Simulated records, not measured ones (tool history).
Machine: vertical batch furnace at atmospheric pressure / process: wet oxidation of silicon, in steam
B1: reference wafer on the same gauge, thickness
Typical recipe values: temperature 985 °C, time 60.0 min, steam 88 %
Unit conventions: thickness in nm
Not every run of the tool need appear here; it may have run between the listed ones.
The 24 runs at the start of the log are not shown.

{"hour": 358.5, "done": "thermocouples replaced and temperature profile calibrated"}
{"run": 25, "hour": 359.0, "temperature": 985, "time": 82.5, "steam": 88, "B1": 308.24, "thickness": 427.76}
{"run": 26, "hour": 364.2, "temperature": 969, "time": 35.5, "steam": 88, "B1": 308.0, "thickness": 196.96}
{"run": 27, "hour": 380.9, "temperature": 1007, "time": 37.5, "steam": 93, "B1": 308.2, "thickness": 298.98}
{"run": 28, "hour": 396.7, "temperature": 985, "time": 49.0, "steam": 88, "B1": 308.21, "thickness": 291.85}
{"hour": 399.0, "done": "gauge calibrated"}
{"hour": 421.1, "done": "steam generator serviced"}
{"run": 29, "hour": 421.6, "temperature": 1009, "time": 60.0, "steam": 84, "B1": 307.95, "thickness": 393.22}
{"run": 30, "hour": 426.8, "temperature": 965, "time": 60.0, "steam": 88, "B1": 307.92, "thickness": 285.67}
{"run": 31, "hour": 441.4, "temperature": 985, "time": 60.0, "steam": 88, "B1": 307.78, "thickness": 343.02}
{"run": 32, "hour": 455.8, "temperature": 977, "time": 82.5, "steam": 88, "B1": 307.33, "thickness": 398.04}
{"run": 33, "hour": 473.8, "temperature": 985, "time": 36.0, "steam": 88, "B1": 307.67, "thickness": 231.01}
{"run": 34, "hour": 490.8, "temperature": 985, "time": 60.0, "steam": 96, "B1": 308.34, "thickness": 362.86}
{"run": 35, "hour": 505.5, "temperature": 1010, "time": 75.5, "steam": 79, "B1": 307.96, "thickness": 442.37}
{"run": 36, "hour": 517.3, "temperature": 975, "time": 42.5, "steam": 88, "B1": 308.43, "thickness": 239.1}
{"run": 37, "hour": 525.2, "temperature": 972, "time": 34.0, "steam": 78, "B1": 307.31, "thickness": 177.56}
{"run": 38, "hour": 538.0, "temperature": 985, "time": 60.0, "steam": 88, "B1": 308.15, "thickness": 341.03}

What if the next run were any one of these 4? Each begins from the tool's condition after run 38:
{"run": "A", "hour": 543.2, "temperature": 985, "time": 60.0, "steam": 88, "B1": "?", "thickness": "?"}
{"run": "B", "hour": 543.2, "temperature": 985, "time": 60.0, "steam": 79, "B1": "?", "thickness": "?"}
{"run": "C", "hour": 543.2, "temperature": 985, "time": 35.5, "steam": 88, "B1": "?", "thickness": "?"}
{"run": "D", "hour": 543.2, "temperature": 985, "time": 60.0, "steam": 80, "B1": "?", "thickness": "?"}

run=A B1=307.96 thickness=337.22
run=B B1=307.96 thickness=312.06
run=C B1=307.96 thickness=229.20
run=D B1=307.96 thickness=314.91
Take away the tool's hidden state, keep each run's random variation, and the runs would have read:
run=A thickness=337.22
run=B thickness=312.06
run=C thickness=229.20
run=D thickness=314.91
